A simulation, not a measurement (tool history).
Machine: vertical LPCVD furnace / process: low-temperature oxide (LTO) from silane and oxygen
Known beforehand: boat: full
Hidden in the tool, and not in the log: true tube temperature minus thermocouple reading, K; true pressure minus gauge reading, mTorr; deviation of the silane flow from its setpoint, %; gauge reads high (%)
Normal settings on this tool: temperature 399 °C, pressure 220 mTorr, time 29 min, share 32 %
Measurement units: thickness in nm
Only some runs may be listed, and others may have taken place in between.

run	hour	temperature	pressure	time	share	wafers since the last listed run	hours since the last temperature calibration	hours since the pressure gauge was zeroed	hours since the silane flow controller was replaced	hours since the gauge calibration	read-back reference wafer on the same gauge, thickness	thickness
1	0	399	220	29	32	0	4286.2	4813	5205.6	402.2	248.92	218.39
2	89.6	399	220	29	32	2007	4375.8	4902.6	5295.2	491.8	249.13	218.56
3	186.7	399	220	29	32	2175	4472.9	4999.7	5392.3	588.9	249.12	218.44
4	284.5	399	220	36	34	2190	4570.7	5097.5	5490.1	686.7	249.03	295.1
5	334	399	220	36	34	1108	4620.2	5147	5539.6	736.2	249.08	296.32
6	379.1	399	220	36	34	1010	4665.3	5192.1	5584.7	781.3	248.99	294.5
7	425	399	220	29	32	1028	4711.2	5238	5630.6	827.2	249.05	219.47
# hour 460.7: pressure gauge zeroed
# hour 497.9: silane flow controller replaced
# hour 522.1: thermocouples replaced and temperature profile calibrated
8	522.6	399	220	29	32	573	0.5	61.9	24.7	924.8	249	219.76
9	620.3	391	220	20.5	32	2188	98.2	159.6	122.4	1022.5	249.11	141.08
# hour 650.8: gauge calibrated
10	727.6	392	220	29	32	2403	205.5	266.9	229.7	76.8	248.9	201.8
11	804.8	399	220	29	32	1729	282.7	344.1	306.9	154	249.01	219.23
12	882.6	406	270	36.5	35	1742	360.5	421.9	384.7	231.8	248.96	414.45
13	928	399	195	29	35	1016	405.9	467.3	430.1	277.2	249.08	220.13
14	987.8	402	250	29	32	1339	465.7	527.1	489.9	337	248.93	258.3
15	1056	390	220	29	32	1527	533.9	595.3	558.1	405.2	248.91	195.69

Here are 3 independent what-if runs from the current tool condition. What would each one return?
A	1059.6	399	220	29	32	80	537.5	598.9	561.7	408.8	?	?
B	1059.6	394	220	29	32	80	537.5	598.9	561.7	408.8	?	?
C	1059.6	405	255	39.5	26	80	537.5	598.9	561.7	408.8	?	?

run	read-back reference wafer on the same gauge, thickness	thickness
A	248.99	217.79
B	248.99	205.24
C	248.99	271.82
With no hidden state in the tool, these same runs would have given:
run	thickness
A	218.62
B	206.01
C	272.49
